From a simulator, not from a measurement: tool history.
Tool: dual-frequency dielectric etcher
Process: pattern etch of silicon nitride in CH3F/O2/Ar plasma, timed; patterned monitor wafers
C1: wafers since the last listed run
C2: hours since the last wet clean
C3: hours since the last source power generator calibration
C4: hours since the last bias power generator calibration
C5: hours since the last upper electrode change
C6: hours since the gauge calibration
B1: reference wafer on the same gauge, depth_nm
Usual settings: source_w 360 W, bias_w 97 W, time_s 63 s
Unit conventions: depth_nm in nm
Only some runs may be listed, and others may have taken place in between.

run 1 hour=0 | source_w=360 bias_w=97 time_s=49.5 | C1=0 C2=258.6 C3=2918 C4=4957.1 C5=2249.8 C6=6.6 | B1=43 | depth_nm=35.62
run 2 hour=21.5 | source_w=360 bias_w=97 time_s=49.5 | C1=356 C2=280.1 C3=2939.5 C4=4978.6 C5=2271.3 C6=28.1 | B1=43.06 | depth_nm=35.58
run 3 hour=36.3 | source_w=360 bias_w=97 time_s=63 | C1=245 C2=294.9 C3=2954.3 C4=4993.4 C5=2286.1 C6=42.9 | B1=43.1 | depth_nm=45.32
run 4 hour=104 | source_w=360 bias_w=97 time_s=63 | C1=1123 C2=362.6 C3=3022 C4=5061.1 C5=2353.8 C6=110.6 | B1=43.22 | depth_nm=45.55
run 5 hour=132.1 | source_w=360 bias_w=97 time_s=63 | C1=466 C2=390.7 C3=3050.1 C4=5089.2 C5=2381.9 C6=138.7 | B1=43.25 | depth_nm=45.41
-- hour=149.4 source power generator calibrated
-- hour=164.5 upper electrode replaced
run 6 hour=165 | source_w=360 bias_w=97 time_s=63 | C1=227 C2=423.6 C3=15.6 C4=5122.1 C5=0.5 C6=171.6 | B1=43.32 | depth_nm=45.51
run 7 hour=167.6 | source_w=290 bias_w=112 time_s=63 | C1=43 C2=426.2 C3=18.2 C4=5124.7 C5=3.1 C6=174.2 | B1=43.3 | depth_nm=45.87
-- hour=188.1 bias power generator calibrated
run 8 hour=188.9 | source_w=310 bias_w=103 time_s=63 | C1=287 C2=447.5 C3=39.5 C4=0.8 C5=24.4 C6=195.5 | B1=43.34 | depth_nm=44.94
-- hour=212.1 gauge calibrated
-- hour=233.5 wet clean of the chamber
run 9 hour=234 | source_w=300 bias_w=78 time_s=68.5 | C1=350 C2=0.5 C3=84.6 C4=45.9 C5=69.5 C6=21.9 | B1=43.04 | depth_nm=44.08
run 10 hour=257 | source_w=400 bias_w=103 time_s=80 | C1=381 C2=23.5 C3=107.6 C4=68.9 C5=92.5 C6=44.9 | B1=43.01 | depth_nm=60.4
run 11 hour=280.2 | source_w=300 bias_w=97 time_s=49 | C1=384 C2=46.7 C3=130.8 C4=92.1 C5=115.7 C6=68.1 | B1=43.09 | depth_nm=33.93
run 12 hour=313.2 | source_w=360 bias_w=97 time_s=79 | C1=547 C2=79.7 C3=163.8 C4=125.1 C5=148.7 C6=101.1 | B1=43.08 | depth_nm=56.65
run 13 hour=332.8 | source_w=360 bias_w=84 time_s=55.5 | C1=325 C2=99.3 C3=183.4 C4=144.7 C5=168.3 C6=120.7 | B1=43.15 | depth_nm=38.14
run 14 hour=365.3 | source_w=360 bias_w=84 time_s=55.5 | C1=539 C2=131.8 C3=215.9 C4=177.2 C5=200.8 C6=153.2 | B1=43.22 | depth_nm=38.17

Below are 4 alternative next runs, each starting from the tool's condition after run 14. Predict each:
run A hour=365.7 | source_w=360 bias_w=97 time_s=63 | C1=6 C2=132.2 C3=216.3 C4=177.6 C5=201.2 C6=153.6 | B1=? | depth_nm=?
run B hour=365.7 | source_w=320 bias_w=76 time_s=63 | C1=6 C2=132.2 C3=216.3 C4=177.6 C5=201.2 C6=153.6 | B1=? | depth_nm=?
run C hour=365.7 | source_w=440 bias_w=74 time_s=81.5 | C1=6 C2=132.2 C3=216.3 C4=177.6 C5=201.2 C6=153.6 | B1=? | depth_nm=?
run D hour=365.7 | source_w=280 bias_w=97 time_s=71 | C1=6 C2=132.2 C3=216.3 C4=177.6 C5=201.2 C6=153.6 | B1=? | depth_nm=?

run=A B1=43.19 depth_nm=45.54
run=B B1=43.19 depth_nm=40.93
run=C B1=43.19 depth_nm=56.45
run=D B1=43.19 depth_nm=48.69
Take away the tool's hidden state, keep each run's random variation, and the runs would have read:
run=A depth_nm=45.3
run=B depth_nm=40.72
run=C depth_nm=56.16
run=D depth_nm=48.44
